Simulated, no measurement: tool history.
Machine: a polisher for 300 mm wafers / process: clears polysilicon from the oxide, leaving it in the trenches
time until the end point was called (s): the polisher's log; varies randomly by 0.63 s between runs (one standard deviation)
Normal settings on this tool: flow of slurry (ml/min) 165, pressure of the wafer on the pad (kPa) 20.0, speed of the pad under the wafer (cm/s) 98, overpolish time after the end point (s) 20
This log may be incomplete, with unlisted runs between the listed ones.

run	hour	flow of slurry (ml/min)	pressure of the wafer on the pad (kPa)	speed of the pad under the wafer (cm/s)	overpolish time after the end point (s)	incoming thickness of the incoming film, nm	time until the end point was called (s)
1	0.0	165	21.4	98	20	480.6	30.5
2	31.4	165	20.0	78	14	480.1	39.5
3	64.8	165	20.0	108	20	477.2	29.9
4	114.8	165	20.0	98	20	488.2	36.7
# hour 118.1: slurry nozzle cleaned
5	149.8	165	20.0	98	20	486.9	33.4
# hour 208.3: worn pad replaced by a new one
6	219.5	165	20.0	98	20	474.3	33.5
7	354.7	165	20.0	98	20	481.5	36.1
8	392.5	165	20.0	98	20	479.7	38.0
# hour 410.2: slurry nozzle cleaned
9	417.9	165	20.0	98	20	476.6	32.0
# hour 460.2: worn pad replaced by a new one, of another model than before
10	482.0	165	20.0	98	20	483.1	33.0
# hour 524.4: head pressure recalibrated
11	540.4	165	20.0	98	20	481.2	35.7
12	577.6	165	20.0	98	20	485.0	36.1
13	639.7	165	20.0	98	20	478.0	39.4
14	677.7	165	20.0	98	20	475.6	45.2
# hour 717.2: slurry nozzle cleaned
# hour 730.3: worn pad replaced by a new one
15	731.6	210	15.9	98	11	487.8	34.4
16	794.6	215	20.0	98	20	485.5	31.3
17	821.8	165	20.0	98	20	477.3	33.5

What does the tool deliver on the next run?
18	851.2	165	20.0	78	14	480.2	?

Logged for run 18: time until the end point was called (s) 41.6.
The same run, on a tool lacking any hidden state, would have yielded time until the end point was called (s) 38.2.
